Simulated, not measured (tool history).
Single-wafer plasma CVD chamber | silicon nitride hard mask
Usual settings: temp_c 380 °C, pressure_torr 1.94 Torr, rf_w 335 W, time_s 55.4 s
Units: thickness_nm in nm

| run | hour | temp_c | pressure_torr | rf_w | time_s | read-back reference wafer on the same gauge, thickness_nm | thickness_nm |
|---|---|---|---|---|---|---|---|
| 1 | 0.0 | 380 | 1.94 | 335 | 55.4 | 68.417 | 72.264 |
| 2 | 25.4 | 380 | 1.94 | 335 | 55.4 | 68.569 | 70.937 |
| 3 | 51.5 | 380 | 1.94 | 315 | 49.1 | 68.513 | 61.419 |
| 4 | 78.6 | 380 | 1.94 | 315 | 60.6 | 68.453 | 74.637 |
| 5 | 102.4 | 380 | 1.94 | 335 | 55.4 | 68.556 | 71.096 |
| 6 | 130.8 | 380 | 1.94 | 335 | 55.4 | 68.364 | 72.432 |
| 7 | 147.7 | 380 | 1.94 | 335 | 55.4 | 68.403 | 72.145 |
| 8 | 176.1 | 380 | 1.94 | 335 | 55.4 | 68.467 | 71.958 |
| 9 | 192.0 | 380 | 1.94 | 335 | 55.4 | 68.477 | 71.467 |
| 10 | 224.9 | 380 | 1.94 | 335 | 55.4 | 68.479 | 71.430 |
| 11 | 248.7 | 393 | 1.59 | 385 | 64.2 | 68.496 | 87.044 |
|  | 262.5 | capacitance manometer re-zeroed and calibrated |
| 12 | 278.4 | 376 | 2.23 | 305 | 59.3 | 68.563 | 74.317 |

Run 13 comes next. What will it give?
| 13 | 313.1 | 380 | 1.75 | 370 | 55.4 | ? | ? |

{"run 13": {"read-back reference wafer on the same gauge, thickness_nm": 68.649, "thickness_nm": 75.296}}
Without the tool's hidden state the same run would have given thickness_nm 75.296 nm.
